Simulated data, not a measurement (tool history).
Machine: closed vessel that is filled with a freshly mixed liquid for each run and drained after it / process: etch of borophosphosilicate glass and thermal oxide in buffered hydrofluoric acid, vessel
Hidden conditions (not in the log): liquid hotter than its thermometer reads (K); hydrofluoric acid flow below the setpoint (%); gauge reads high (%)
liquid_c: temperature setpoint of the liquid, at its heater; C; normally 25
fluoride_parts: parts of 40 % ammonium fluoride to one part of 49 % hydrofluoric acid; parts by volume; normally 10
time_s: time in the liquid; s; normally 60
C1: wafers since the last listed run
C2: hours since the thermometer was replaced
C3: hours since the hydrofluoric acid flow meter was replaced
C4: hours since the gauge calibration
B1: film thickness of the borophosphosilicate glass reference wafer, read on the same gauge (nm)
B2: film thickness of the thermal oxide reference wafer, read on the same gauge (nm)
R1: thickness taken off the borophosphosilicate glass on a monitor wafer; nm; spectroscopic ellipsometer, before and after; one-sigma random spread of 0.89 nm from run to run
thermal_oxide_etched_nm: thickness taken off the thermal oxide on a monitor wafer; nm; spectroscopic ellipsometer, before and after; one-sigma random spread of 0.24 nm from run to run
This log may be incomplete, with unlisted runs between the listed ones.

Run 1, hour 0: usual settings; C1 0; C2 2436.2; C3 1101.4; C4 155.3; B1 50.01; B2 60.01. Result: R1 204.04 nm, thermal_oxide_etched_nm 89.12 nm.
Run 2, hour 11.5: usual settings; C1 1161; C2 2447.7; C3 1112.9; C4 166.8; B1 50; B2 60. Result: R1 204.13 nm, thermal_oxide_etched_nm 88.72 nm.
Run 3, hour 26.3: usual settings but fluoride_parts 11 parts by volume; C1 1494; C2 2462.5; C3 1127.7; C4 181.6; B1 49.97; B2 60.01. Result: R1 187.91 nm, thermal_oxide_etched_nm 81.67 nm.
Run 4, hour 39.7: usual settings; C1 1353; C2 2475.9; C3 1141.1; C4 195; B1 49.99; B2 60.01. Result: R1 205.09 nm, thermal_oxide_etched_nm 89.59 nm.
Run 5, hour 56: usual settings; C1 1646; C2 2492.2; C3 1157.4; C4 211.3; B1 49.99; B2 59.99. Result: R1 206.19 nm, thermal_oxide_etched_nm 89.32 nm.
Run 6, hour 67.7: usual settings but liquid_c 23 C; C1 1181; C2 2503.9; C3 1169.1; C4 223; B1 49.99; B2 59.99. Result: R1 183.14 nm, thermal_oxide_etched_nm 80.12 nm.
Run 7, hour 79.8: usual settings but liquid_c 23 C; C1 1222; C2 2516; C3 1181.2; C4 235.1; B1 49.99; B2 60.03. Result: R1 182.35 nm, thermal_oxide_etched_nm 80.71 nm.
Run 8, hour 95: usual settings; C1 1535; C2 2531.2; C3 1196.4; C4 250.3; B1 50.01; B2 59.99. Result: R1 205.03 nm, thermal_oxide_etched_nm 89.43 nm.
Run 9, hour 102: usual settings; C1 707; C2 2538.2; C3 1203.4; C4 257.3; B1 50; B2 59.96. Result: R1 203.13 nm, thermal_oxide_etched_nm 89.75 nm.
At hour 109.7: hydrofluoric acid flow meter replaced.
Run 10, hour 110.4: usual settings; C1 747; C2 2546.6; C3 0.7; C4 265.7; B1 50.02; B2 59.98. Result: R1 206.27 nm, thermal_oxide_etched_nm 89.26 nm.
At hour 117.1: gauge calibrated.
Run 11, hour 127.1: usual settings but liquid_c 26.5 C, fluoride_parts 7 parts by volume; C1 1686; C2 2563.3; C3 17.4; C4 10; B1 49.98; B2 60.03. Result: R1 311.26 nm, thermal_oxide_etched_nm 135.96 nm.
Run 12, hour 174.2: usual settings but liquid_c 30 C, fluoride_parts 11 parts by volume; C1 4757; C2 2610.4; C3 64.5; C4 57.1; B1 50.03; B2 60.01. Result: R1 241.23 nm, thermal_oxide_etched_nm 105.96 nm.
Run 13, hour 187.8: usual settings; C1 1373; C2 2624; C3 78.1; C4 70.7; B1 49.96; B2 59.99. Result: R1 209.09 nm, thermal_oxide_etched_nm 89.82 nm.
At hour 204.3: thermometer replaced.
Run 14, hour 205.2: usual settings but fluoride_parts 12 parts by volume, time_s 40 s; C1 1656; C2 0.9; C3 95.5; C4 88.1; B1 49.98; B2 60.01. Result: R1 98.85 nm, thermal_oxide_etched_nm 43.52 nm.
Run 15, hour 217.6: usual settings but fluoride_parts 12 parts by volume, time_s 40 s; C1 1252; C2 13.3; C3 107.9; C4 100.5; B1 50; B2 60.01. Result: R1 99.01 nm, thermal_oxide_etched_nm 43.38 nm.
Run 16, hour 230.1: usual settings; C1 1262; C2 25.8; C3 120.4; C4 113; B1 49.98; B2 60.01. Result: R1 178.78 nm, thermal_oxide_etched_nm 77.71 nm.
Run 17, hour 237.2: usual settings; C1 717; C2 32.9; C3 127.5; C4 120.1; B1 50; B2 59.99. Result: R1 176.97 nm, thermal_oxide_etched_nm 78.16 nm.
Run 18, hour 248.5: usual settings but time_s 40 s; C1 1141; C2 44.2; C3 138.8; C4 131.4; B1 49.98; B2 59.99. Result: R1 117.96 nm, thermal_oxide_etched_nm 51.63 nm.
Run 19, hour 263.3: usual settings but liquid_c 27 C, fluoride_parts 11 parts by volume, time_s 70 s; C1 1494; C2 59; C3 153.6; C4 146.2; B1 49.98; B2 60.02. Result: R1 210.64 nm, thermal_oxide_etched_nm 92.93 nm.
Run 20, hour 278.4: usual settings but liquid_c 28 C, fluoride_parts 13.5 parts by volume; C1 1525; C2 74.1; C3 168.7; C4 161.3; B1 49.99; B2 60.01. Result: R1 155.53 nm, thermal_oxide_etched_nm 68.19 nm.
Run 21, hour 292.2: usual settings but liquid_c 23.5 C, fluoride_parts 12.5 parts by volume, time_s 45 s; C1 1393; C2 87.9; C3 182.5; C4 175.1; B1 50.01; B2 60. Result: R1 99.94 nm, thermal_oxide_etched_nm 43.4 nm.
Run 22, hour 300.9: usual settings but liquid_c 20.5 C, fluoride_parts 12.5 parts by volume, time_s 70 s; C1 878; C2 96.6; C3 191.2; C4 183.8; B1 50.02; B2 60. Result: R1 130.65 nm, thermal_oxide_etched_nm 57.47 nm.
Run 23, hour 307.9: usual settings; C1 707; C2 103.6; C3 198.2; C4 190.8; B1 50.02; B2 60.03. Result: R1 179.55 nm, thermal_oxide_etched_nm 78.01 nm.

Forecast each of these 5 alternatives for the next run:
Run A, hour 308.6: usual settings; C1 70; C2 104.3; C3 198.9; C4 191.5; B1 ?; B2 ?. Result: R1 ?, thermal_oxide_etched_nm ?.
Run B, hour 308.6: usual settings but fluoride_parts 13 parts by volume, time_s 95 s; C1 70; C2 104.3; C3 198.9; C4 191.5; B1 ?; B2 ?. Result: R1 ?, thermal_oxide_etched_nm ?.
Run C, hour 308.6: usual settings but fluoride_parts 6.5 parts by volume, time_s 85 s; C1 70; C2 104.3; C3 198.9; C4 191.5; B1 ?; B2 ?. Result: R1 ?, thermal_oxide_etched_nm ?.
Run D, hour 308.6: usual settings but liquid_c 20.5 C, time_s 35 s; C1 70; C2 104.3; C3 198.9; C4 191.5; B1 ?; B2 ?. Result: R1 ?, thermal_oxide_etched_nm ?.
Run E, hour 308.6: usual settings but time_s 70 s; C1 70; C2 104.3; C3 198.9; C4 191.5; B1 ?; B2 ?. Result: R1 ?, thermal_oxide_etched_nm ?.

run     B1  B2      R1  thermal_oxide_etched_nm
  A  50.02  60  179.42                    77.74
  B  50.02  60  219.57                     95.3
  C  50.02  60  382.04                   164.71
  D  50.02  60   82.01                    35.43
  E  50.02  60  209.33                     90.7
The same runs, with their run-to-run variation unchanged, on a tool lacking any hidden condition would have given:
run      R1  thermal_oxide_etched_nm
  A  176.19                    76.33
  B   215.6                    93.56
  C  375.18                   161.71
  D   80.49                    34.77
  E  205.55                    89.05
